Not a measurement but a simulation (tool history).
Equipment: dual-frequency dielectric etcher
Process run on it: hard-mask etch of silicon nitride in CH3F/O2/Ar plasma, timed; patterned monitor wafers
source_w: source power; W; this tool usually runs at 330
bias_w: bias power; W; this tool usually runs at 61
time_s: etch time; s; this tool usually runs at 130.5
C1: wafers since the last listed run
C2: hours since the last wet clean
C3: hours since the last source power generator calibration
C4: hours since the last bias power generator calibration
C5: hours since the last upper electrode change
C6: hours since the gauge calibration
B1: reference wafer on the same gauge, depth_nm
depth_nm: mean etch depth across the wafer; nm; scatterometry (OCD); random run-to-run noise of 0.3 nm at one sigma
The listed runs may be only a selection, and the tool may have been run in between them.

run 1 hour=0.0 | source_w=350 bias_w=61 time_s=130.5 | C1=0 C2=510.3 C3=1778.6 C4=4227.6 C5=2311.5 C6=158.1 | B1=70.9 | depth_nm=85.6
run 2 hour=44.9 | source_w=330 bias_w=51 time_s=130.5 | C1=222 C2=555.2 C3=1823.5 C4=4272.5 C5=2356.4 C6=203.0 | B1=70.9 | depth_nm=79.0
run 3 hour=54.9 | source_w=330 bias_w=51 time_s=130.5 | C1=49 C2=565.2 C3=1833.5 C4=4282.5 C5=2366.4 C6=213.0 | B1=71.0 | depth_nm=79.1
run 4 hour=68.8 | source_w=330 bias_w=51 time_s=130.5 | C1=68 C2=579.1 C3=1847.4 C4=4296.4 C5=2380.3 C6=226.9 | B1=71.1 | depth_nm=78.6
-- hour=84.7 source power generator calibrated
run 5 hour=85.2 | source_w=330 bias_w=61 time_s=130.5 | C1=61 C2=595.5 C3=0.5 C4=4312.8 C5=2396.7 C6=243.3 | B1=71.1 | depth_nm=82.7
run 6 hour=90.5 | source_w=330 bias_w=61 time_s=130.5 | C1=26 C2=600.8 C3=5.8 C4=4318.1 C5=2402.0 C6=248.6 | B1=71.1 | depth_nm=82.7
run 7 hour=104.3 | source_w=330 bias_w=61 time_s=130.5 | C1=68 C2=614.6 C3=19.6 C4=4331.9 C5=2415.8 C6=262.4 | B1=70.9 | depth_nm=82.7
run 8 hour=111.8 | source_w=330 bias_w=61 time_s=130.5 | C1=37 C2=622.1 C3=27.1 C4=4339.4 C5=2423.3 C6=269.9 | B1=71.0 | depth_nm=82.7
-- hour=114.0 gauge calibrated
run 9 hour=122.6 | source_w=330 bias_w=69 time_s=130.5 | C1=53 C2=632.9 C3=37.9 C4=4350.2 C5=2434.1 C6=8.6 | B1=71.0 | depth_nm=85.5
run 10 hour=135.6 | source_w=330 bias_w=69 time_s=130.5 | C1=64 C2=645.9 C3=50.9 C4=4363.2 C5=2447.1 C6=21.6 | B1=71.0 | depth_nm=85.0
-- hour=142.5 bias power generator calibrated
-- hour=160.3 wet clean of the chamber
run 11 hour=160.8 | source_w=260 bias_w=50 time_s=130.5 | C1=16 C2=0.5 C3=76.1 C4=18.3 C5=2472.3 C6=46.8 | B1=71.1 | depth_nm=69.0
run 12 hour=163.3 | source_w=290 bias_w=61 time_s=113.5 | C1=12 C2=3.0 C3=78.6 C4=20.8 C5=2474.8 C6=49.3 | B1=71.1 | depth_nm=66.8
-- hour=199.4 upper electrode replaced
run 13 hour=199.9 | source_w=410 bias_w=61 time_s=130.5 | C1=62 C2=39.6 C3=115.2 C4=57.4 C5=0.5 C6=85.9 | B1=71.0 | depth_nm=92.2
run 14 hour=200.3 | source_w=330 bias_w=61 time_s=130.5 | C1=1 C2=40.0 C3=115.6 C4=57.8 C5=0.9 C6=86.3 | B1=71.0 | depth_nm=82.3
run 15 hour=200.6 | source_w=370 bias_w=73 time_s=162.0 | C1=1 C2=40.3 C3=115.9 C4=58.1 C5=1.2 C6=86.6 | B1=70.9 | depth_nm=114.2
run 16 hour=210.0 | source_w=330 bias_w=61 time_s=100.5 | C1=46 C2=49.7 C3=125.3 C4=67.5 C5=10.6 C6=96.0 | B1=71.0 | depth_nm=63.7
run 17 hour=223.6 | source_w=260 bias_w=48 time_s=107.5 | C1=67 C2=63.3 C3=138.9 C4=81.1 C5=24.2 C6=109.6 | B1=70.9 | depth_nm=55.9
run 18 hour=235.2 | source_w=270 bias_w=61 time_s=94.0 | C1=57 C2=74.9 C3=150.5 C4=92.7 C5=35.8 C6=121.2 | B1=71.2 | depth_nm=53.3
run 19 hour=252.8 | source_w=330 bias_w=66 time_s=130.5 | C1=87 C2=92.5 C3=168.1 C4=110.3 C5=53.4 C6=138.8 | B1=71.0 | depth_nm=84.6
run 20 hour=262.8 | source_w=400 bias_w=61 time_s=104.0 | C1=49 C2=102.5 C3=178.1 C4=120.3 C5=63.4 C6=148.8 | B1=71.0 | depth_nm=72.4
run 21 hour=269.2 | source_w=330 bias_w=61 time_s=130.5 | C1=31 C2=108.9 C3=184.5 C4=126.7 C5=69.8 C6=155.2 | B1=71.0 | depth_nm=82.2

What differs in the tool's unlogged condition from the final listed run ahead of each entry between runs to the first listed run following it?
Runs 4 to 5: source power generator calibrated (hour 84.7)
  both runs share identical hidden conditions
Runs 8 to 9: gauge calibrated (hour 114.0)
  both runs share identical hidden conditions
Runs 10 to 11: bias power generator calibrated (hour 142.5); wet clean of the chamber (hour 160.3)
  both runs share identical hidden conditions
Runs 12 to 13: upper electrode replaced (hour 199.4)
  both runs share identical hidden conditions

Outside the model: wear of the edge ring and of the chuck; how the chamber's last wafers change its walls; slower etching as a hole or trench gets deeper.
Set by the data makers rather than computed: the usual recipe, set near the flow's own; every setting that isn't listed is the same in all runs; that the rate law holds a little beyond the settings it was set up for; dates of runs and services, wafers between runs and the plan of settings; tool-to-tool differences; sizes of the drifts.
